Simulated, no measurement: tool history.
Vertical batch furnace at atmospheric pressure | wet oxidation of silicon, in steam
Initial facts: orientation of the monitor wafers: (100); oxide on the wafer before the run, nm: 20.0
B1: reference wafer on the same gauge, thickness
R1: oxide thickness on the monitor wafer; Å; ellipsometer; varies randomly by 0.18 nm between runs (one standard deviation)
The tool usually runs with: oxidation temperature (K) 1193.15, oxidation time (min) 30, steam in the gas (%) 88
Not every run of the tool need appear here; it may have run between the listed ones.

Run 1, day 0: usual settings but oxidation time (min) 38.5; B1 120.02. Result: R1 1478.5 Å.
Run 2, day 0.838: usual settings but oxidation time (min) 38.5; B1 120.1. Result: R1 1474.9 Å.
Run 3, day 1.467: usual settings; B1 120.03. Result: R1 1218.4 Å.
Run 4, day 1.958: usual settings; B1 120.03. Result: R1 1220.4 Å.
Run 5, day 2.3: usual settings; B1 119.99. Result: R1 1218.8 Å.
Run 6, day 2.575: usual settings; B1 119.99. Result: R1 1218.8 Å.
Run 7, day 2.967: usual settings; B1 119.98. Result: R1 1216.9 Å.
Run 8, day 3.517: usual settings but oxidation temperature (K) 1206.15; B1 119.97. Result: R1 1385.7 Å.
Run 9, day 3.821: usual settings; B1 120.02. Result: R1 1218.4 Å.
At day 4.304: gauge calibrated.
At day 4.871: steam generator serviced.
Run 10, day 4.892: usual settings; B1 119.95. Result: R1 1274.6 Å.
Run 11, day 5.029: usual settings; B1 120.03. Result: R1 1275.1 Å.
Run 12, day 5.233: usual settings; B1 120.01. Result: R1 1278.9 Å.
Run 13, day 5.542: usual settings; B1 119.95. Result: R1 1277.7 Å.
Run 14, day 5.867: usual settings but oxidation temperature (K) 1176.15, steam in the gas (%) 80; B1 120.03. Result: R1 998.8 Å.
Run 15, day 6.275: usual settings but oxidation time (min) 34.5; B1 119.98. Result: R1 1421 Å.
Run 16, day 6.562: usual settings; B1 120.01. Result: R1 1277.8 Å.
Run 17, day 6.921: usual settings; B1 119.96. Result: R1 1279 Å.
Run 18, day 7.617: usual settings but oxidation temperature (K) 1180.15, oxidation time (min) 24.5, steam in the gas (%) 79; B1 119.99. Result: R1 891 Å.
At day 8.675: thermocouples replaced and temperature profile calibrated.
Run 19, day 8.696: usual settings but oxidation temperature (K) 1178.15, oxidation time (min) 23.5, steam in the gas (%) 93; B1 119.93. Result: R1 900.5 Å.
Run 20, day 8.833: usual settings; B1 119.97. Result: R1 1217.3 Å.
Run 21, day 8.971: usual settings but oxidation temperature (K) 1182.15; B1 120.02. Result: R1 1081 Å.
Run 22, day 9.371: usual settings but oxidation temperature (K) 1204.15, oxidation time (min) 22.5, steam in the gas (%) 92; B1 119.94. Result: R1 1128.2 Å.
Run 23, day 9.679: usual settings; B1 120.01. Result: R1 1215.9 Å.
Run 24, day 10.212: usual settings but oxidation time (min) 39, steam in the gas (%) 93; B1 119.98. Result: R1 1550.4 Å.
Run 25, day 10.95: usual settings but oxidation time (min) 24; B1 119.99. Result: R1 1029.3 Å.
Run 26, day 11.621: usual settings; B1 120.02. Result: R1 1215.5 Å.
Run 27, day 11.917: usual settings but oxidation temperature (K) 1184.15, oxidation time (min) 35, steam in the gas (%) 97; B1 120.02. Result: R1 1340.2 Å.
At day 12.208: gauge calibrated.
Run 28, day 12.271: usual settings but oxidation time (min) 38.5; B1 120.05. Result: R1 1470.6 Å.
Run 29, day 12.746: usual settings but oxidation temperature (K) 1204.15; B1 120.01. Result: R1 1353.4 Å.

Run by run, hidden condition taken away, random variation retained:
Hidden conditions of the tool in this case: true tube temperature minus thermocouple reading, K; steam share off its setpoint, % of the setpoint; gauge reads high (%).
run      R1
  1  1488.5
  2    1485
  3  1226.1
  4  1228.2
  5  1226.6
  6  1226.7
  7  1224.8
  8  1397.1
  9  1226.5
 10  1224.4
 11  1224.8
 12  1228.3
 13  1226.8
 14   952.7
 15  1363.5
 16  1225.9
 17  1226.8
 18   851.6
 19   908.3
 20  1228.4
 21  1090.7
 22  1138.4
 23    1227
 24    1565
 25  1038.6
 26  1226.6
 27  1352.7
 28  1484.4
 29    1366

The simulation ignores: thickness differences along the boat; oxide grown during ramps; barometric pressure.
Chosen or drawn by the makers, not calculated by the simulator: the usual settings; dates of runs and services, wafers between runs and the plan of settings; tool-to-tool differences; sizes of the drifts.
